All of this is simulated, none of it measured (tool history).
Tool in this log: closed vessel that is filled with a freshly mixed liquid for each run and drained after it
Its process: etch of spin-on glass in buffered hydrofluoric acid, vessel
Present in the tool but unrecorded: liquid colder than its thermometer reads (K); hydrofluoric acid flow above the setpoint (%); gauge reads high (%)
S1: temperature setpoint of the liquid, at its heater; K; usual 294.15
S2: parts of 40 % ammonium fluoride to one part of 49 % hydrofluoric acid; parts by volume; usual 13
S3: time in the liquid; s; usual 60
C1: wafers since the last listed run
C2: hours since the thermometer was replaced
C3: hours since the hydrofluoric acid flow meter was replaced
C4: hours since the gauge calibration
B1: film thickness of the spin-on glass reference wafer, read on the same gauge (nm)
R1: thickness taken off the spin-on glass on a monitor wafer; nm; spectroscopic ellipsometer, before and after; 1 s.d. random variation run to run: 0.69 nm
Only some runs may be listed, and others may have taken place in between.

run 1 day=0 | S1=294.15 S2=13 S3=60 | C1=0 C2=1019.2 C3=546.8 C4=310.4 | B1=59.96 | R1=150.54
run 2 day=2.271 | S1=294.15 S2=13 S3=60 | C1=4910 C2=1073.7 C3=601.3 C4=364.9 | B1=60.01 | R1=152.01
run 3 day=5.042 | S1=294.15 S2=13 S3=60 | C1=5991 C2=1140.2 C3=667.8 C4=431.4 | B1=59.98 | R1=153.4
run 4 day=7.888 | S1=294.15 S2=13 S3=60 | C1=6153 C2=1208.5 C3=736.1 C4=499.7 | B1=59.98 | R1=152.81
run 5 day=9.954 | S1=294.15 S2=13 S3=60 | C1=4468 C2=1258.1 C3=785.7 C4=549.3 | B1=60.01 | R1=153.13
run 6 day=13.692 | S1=294.15 S2=13 S3=60 | C1=8081 C2=1347.8 C3=875.4 C4=639 | B1=60.05 | R1=155.6
run 7 day=15.938 | S1=294.15 S2=13 S3=60 | C1=4856 C2=1401.7 C3=929.3 C4=692.9 | B1=60 | R1=154.86
run 8 day=18.725 | S1=294.15 S2=13 S3=60 | C1=6027 C2=1468.6 C3=996.2 C4=759.8 | B1=59.98 | R1=155.26
run 9 day=21.371 | S1=294.15 S2=13 S3=60 | C1=5721 C2=1532.1 C3=1059.7 C4=823.3 | B1=60.01 | R1=155.65
run 10 day=23.867 | S1=294.15 S2=13 S3=60 | C1=5396 C2=1592 C3=1119.6 C4=883.2 | B1=60.04 | R1=155.85
run 11 day=28.346 | S1=294.15 S2=13 S3=60 | C1=9685 C2=1699.5 C3=1227.1 C4=990.7 | B1=59.99 | R1=156.62
-- day=29.746 hydrofluoric acid flow meter replaced
run 12 day=38.712 | S1=294.15 S2=13 S3=60 | C1=22326 C2=1948.3 C3=215.2 C4=1239.5 | B1=59.99 | R1=151.37
-- day=39.842 gauge calibrated
run 13 day=43.083 | S1=294.15 S2=13 S3=60 | C1=9451 C2=2053.2 C3=320.1 C4=77.8 | B1=60.01 | R1=149.75
run 14 day=45.092 | S1=294.15 S2=13 S3=60 | C1=4342 C2=2101.4 C3=368.3 C4=126 | B1=60.01 | R1=152.17
run 15 day=51.696 | S1=297.15 S2=13 S3=60 | C1=14280 C2=2259.9 C3=526.8 C4=284.5 | B1=59.96 | R1=178.23
run 16 day=53.95 | S1=294.15 S2=8 S3=85 | C1=4874 C2=2314 C3=580.9 C4=338.6 | B1=60.01 | R1=339.89
run 17 day=58.167 | S1=291.65 S2=9.5 S3=30 | C1=9117 C2=2415.2 C3=682.1 C4=439.8 | B1=60 | R1=87.75
run 18 day=59.779 | S1=294.15 S2=13 S3=60 | C1=3486 C2=2453.9 C3=720.8 C4=478.5 | B1=59.99 | R1=152.55
run 19 day=62.529 | S1=297.15 S2=16.5 S3=45 | C1=5946 C2=2519.9 C3=786.8 C4=544.5 | B1=60 | R1=108.1
run 20 day=64.354 | S1=294.15 S2=13 S3=60 | C1=3946 C2=2563.7 C3=830.6 C4=588.3 | B1=60.02 | R1=154.34
-- day=65.1 thermometer replaced
run 21 day=67.771 | S1=296.65 S2=13 S3=50 | C1=7297 C2=64.1 C3=912.6 C4=670.3 | B1=60 | R1=148.94
run 22 day=70.042 | S1=298.15 S2=13 S3=40 | C1=4910 C2=118.6 C3=967.1 C4=724.8 | B1=60.01 | R1=129.4
run 23 day=73.888 | S1=290.15 S2=15 S3=60 | C1=8315 C2=210.9 C3=1059.4 C4=817.1 | B1=59.99 | R1=108.22
run 24 day=76.462 | S1=290.65 S2=10 S3=35 | C1=5568 C2=272.7 C3=1121.2 C4=878.9 | B1=60.02 | R1=94.29
run 25 day=79.171 | S1=297.15 S2=13 S3=60 | C1=5856 C2=337.7 C3=1186.2 C4=943.9 | B1=60 | R1=185.88
run 26 day=82.675 | S1=294.15 S2=13 S3=60 | C1=7577 C2=421.8 C3=1270.3 C4=1028 | B1=60.03 | R1=157.55
-- day=83.029 hydrofluoric acid flow meter replaced
run 27 day=86.908 | S1=298.65 S2=13 S3=35 | C1=9063 C2=523.4 C3=93.1 C4=1129.6 | B1=60.02 | R1=111.17
run 28 day=90.246 | S1=292.65 S2=8.5 S3=30 | C1=7216 C2=603.5 C3=173.2 C4=1209.7 | B1=60.01 | R1=101.92

Here are 4 independent what-if runs from the current tool condition. What would each one return?
run A day=90.275 | S1=290.15 S2=13 S3=60 | C1=63 C2=604.2 C3=173.9 C4=1210.4 | B1=? | R1=?
run B day=90.275 | S1=290.15 S2=15 S3=85 | C1=63 C2=604.2 C3=173.9 C4=1210.4 | B1=? | R1=?
run C day=90.275 | S1=296.15 S2=17.5 S3=30 | C1=63 C2=604.2 C3=173.9 C4=1210.4 | B1=? | R1=?
run D day=90.275 | S1=290.15 S2=13 S3=90 | C1=63 C2=604.2 C3=173.9 C4=1210.4 | B1=? | R1=?

run=A B1=60 R1=119.35
run=B B1=60 R1=146.9
run=C B1=60 R1=62.37
run=D B1=60 R1=179.02
With no hidden state in the tool, these same runs would have given:
run=A R1=117.29
run=B R1=144.36
run=C R1=61.29
run=D R1=175.93
